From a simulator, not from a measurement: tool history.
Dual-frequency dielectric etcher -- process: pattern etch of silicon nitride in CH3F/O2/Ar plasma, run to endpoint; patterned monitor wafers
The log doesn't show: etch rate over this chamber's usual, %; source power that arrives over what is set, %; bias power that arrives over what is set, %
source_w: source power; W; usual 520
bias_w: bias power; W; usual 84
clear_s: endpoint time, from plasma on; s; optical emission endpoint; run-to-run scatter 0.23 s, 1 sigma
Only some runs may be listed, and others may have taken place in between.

run,hour,source_w,bias_w,wafers since the last listed run,hours since the last wet clean,hours since the last source power generator calibration,hours since the last bias power generator calibration,hours since the last upper electrode change,"incoming incoming film thickness, nm",clear_s
1,0,520,84,0,180.1,1858.7,3211.5,3920.7,25.23,30
2,38.3,520,84,350,218.4,1897,3249.8,3959,25.22,29.6
3,50.5,520,84,111,230.6,1909.2,3262,3971.2,24.86,28.9
4,64.9,520,84,131,245,1923.6,3276.4,3985.6,24.98,28.9
5,81,520,84,147,261.1,1939.7,3292.5,4001.7,24.73,28.9
6,96.5,520,84,141,276.6,1955.2,3308,4017.2,25.28,29.6
7,111.5,520,84,137,291.6,1970.2,3323,4032.2,24.99,29
8,128.7,520,84,157,308.8,1987.4,3340.2,4049.4,25.19,29.1
# hour 135.8: source power generator calibrated
9,145.7,520,84,118,325.8,9.9,3357.2,4066.4,25.2,29.2
10,159.1,520,84,122,339.2,23.3,3370.6,4079.8,25.23,28.8
11,173.3,470,84,129,353.4,37.5,3384.8,4094,25.07,30.3
# hour 199.2: upper electrode replaced, of another model than before
# hour 201.8: wet clean of the chamber
12,202.3,470,84,21,0.5,66.5,3413.8,3.1,24.98,30.4
13,202.7,520,84,3,0.9,66.9,3414.2,3.5,25.02,29.8
14,213.5,580,84,98,11.7,77.7,3425,14.3,25.27,28.9
15,222.9,580,84,86,21.1,87.1,3434.4,23.7,25.15,28.7
# hour 233.4: bias power generator calibrated
16,237.2,630,90,94,35.4,101.4,3.8,38,25.1,27.4
17,248.9,420,71,107,47.1,113.1,15.5,49.7,24.96,33
18,263.5,520,84,133,61.7,127.7,30.1,64.3,25.07,29.8
19,279.9,520,84,150,78.1,144.1,46.5,80.7,24.99,29.7
20,297.1,570,101,157,95.3,161.3,63.7,97.9,25.13,27.6
21,328,580,84,282,126.2,192.2,94.6,128.8,24.68,27.7
22,342.7,450,101,134,140.9,206.9,109.3,143.5,25.05,29.9
23,354.2,450,84,105,152.4,218.4,120.8,155,25.12,30.9
24,369.3,520,95,138,167.5,233.5,135.9,170.1,25.3,29
25,377,470,103,70,175.2,241.2,143.6,177.8,25.16,29.2
26,387.9,560,75,99,186.1,252.1,154.5,188.7,25.19,29.1
27,395.7,630,84,71,193.9,259.9,162.3,196.5,25.13,27.3
28,404.8,640,70,83,203,269,171.4,205.6,25.06,28
29,413.1,450,65,75,211.3,277.3,179.7,213.9,24.88,32.2
30,425.5,570,84,113,223.7,289.7,192.1,226.3,25.15,28.5

Below are 5 alternative next runs, each starting from the tool's condition after run 30. Predict each:
A,425.9,590,84,3,224.1,290.1,192.5,226.7,25.15,?
B,425.9,590,66,3,224.1,290.1,192.5,226.7,25.15,?
C,425.9,420,93,3,224.1,290.1,192.5,226.7,25.15,?
D,425.9,560,105,3,224.1,290.1,192.5,226.7,25.15,?
E,425.9,440,63,3,224.1,290.1,192.5,226.7,25.15,?

run,clear_s
A,27.8
B,29
C,30.8
D,27.1
E,32.5
Stripped of hidden state, with their random variation kept, the same runs would have yielded:
run,clear_s
A,28.5
B,29.8
C,31.6
D,27.8
E,33.4
